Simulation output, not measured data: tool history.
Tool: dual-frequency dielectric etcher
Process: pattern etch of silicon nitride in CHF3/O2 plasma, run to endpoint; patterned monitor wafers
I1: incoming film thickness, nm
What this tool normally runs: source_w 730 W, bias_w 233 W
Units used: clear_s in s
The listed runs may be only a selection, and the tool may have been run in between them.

run 1 hour=0 | source_w=860 bias_w=200 | I1=75.7 | clear_s=40.6
run 2 hour=32.6 | source_w=860 bias_w=200 | I1=76.5 | clear_s=40.7
run 3 hour=45 | source_w=860 bias_w=200 | I1=77.2 | clear_s=41.1
run 4 hour=66.5 | source_w=730 bias_w=233 | I1=77.1 | clear_s=41.9
run 5 hour=101.9 | source_w=730 bias_w=233 | I1=76.6 | clear_s=41.4
run 6 hour=135.9 | source_w=730 bias_w=188 | I1=75.8 | clear_s=43.6
run 7 hour=162.3 | source_w=790 bias_w=233 | I1=76.3 | clear_s=39.6
run 8 hour=262 | source_w=790 bias_w=233 | I1=76.9 | clear_s=39.8
run 9 hour=282.5 | source_w=730 bias_w=233 | I1=76.2 | clear_s=40.7
run 10 hour=306 | source_w=730 bias_w=233 | I1=76.7 | clear_s=41
run 11 hour=341.5 | source_w=730 bias_w=233 | I1=77 | clear_s=40.3
run 12 hour=376 | source_w=730 bias_w=233 | I1=77.4 | clear_s=40.1
run 13 hour=396.4 | source_w=730 bias_w=233 | I1=76.1 | clear_s=39.5
run 14 hour=424.6 | source_w=730 bias_w=233 | I1=76.2 | clear_s=39.7
run 15 hour=460 | source_w=730 bias_w=233 | I1=77.1 | clear_s=39.8
run 16 hour=474.9 | source_w=650 bias_w=177 | I1=76.5 | clear_s=44.8
run 17 hour=507.3 | source_w=730 bias_w=233 | I1=76.2 | clear_s=41.4
run 18 hour=522.4 | source_w=680 bias_w=233 | I1=76 | clear_s=42.7
run 19 hour=544.7 | source_w=800 bias_w=273 | I1=76.7 | clear_s=38.2
run 20 hour=572.1 | source_w=730 bias_w=233 | I1=76.5 | clear_s=41.6
run 21 hour=584.5 | source_w=850 bias_w=286 | I1=77.1 | clear_s=37
run 22 hour=599.5 | source_w=730 bias_w=233 | I1=76.4 | clear_s=41.5
run 23 hour=612.4 | source_w=730 bias_w=233 | I1=75.7 | clear_s=40.7
run 24 hour=634.9 | source_w=680 bias_w=191 | I1=76.4 | clear_s=45.2
run 25 hour=651.7 | source_w=730 bias_w=233 | I1=75.8 | clear_s=41
run 26 hour=683.8 | source_w=800 bias_w=198 | I1=75.9 | clear_s=41.5
run 27 hour=703.9 | source_w=680 bias_w=265 | I1=76.4 | clear_s=40.7
run 28 hour=719.5 | source_w=810 bias_w=254 | I1=77 | clear_s=38.8
run 29 hour=751.4 | source_w=730 bias_w=233 | I1=76.2 | clear_s=41
run 30 hour=778.6 | source_w=550 bias_w=217 | I1=76.5 | clear_s=46.9

Put back what was entered between runs (5 entries, withheld): which listed runs does each sit between, and how does the hidden state differ from the listed run before to the listed run after?
Runs 8 to 9: bias power generator calibrated (hour 280.2)
  etch rate over this chamber's usual, %: 2.31 -> 2.44
  the result without the hidden state subtracted from the measured one, clear_s: -0.9 -> -1 s
Runs 10 to 11: upper electrode replaced (hour 330.5); wet clean of the chamber (hour 334.5)
  etch rate over this chamber's usual, %: 2.59 -> 4.92
  the result without the hidden state subtracted from the measured one, clear_s: -1.1 -> -2 s
Runs 15 to 16: source power generator calibrated (hour 471.3)
  etch rate over this chamber's usual, %: 5.67 -> 5.76
  the result without the hidden state subtracted from the measured one, clear_s: -2.2 -> -2.6 s
Runs 16 to 17: wet clean of the chamber, repeated, since the last time left the tool worse (hour 506.8)
  etch rate over this chamber's usual, %: 5.76 -> 0.342
  the result without the hidden state subtracted from the measured one, clear_s: -2.6 -> -0.1 s
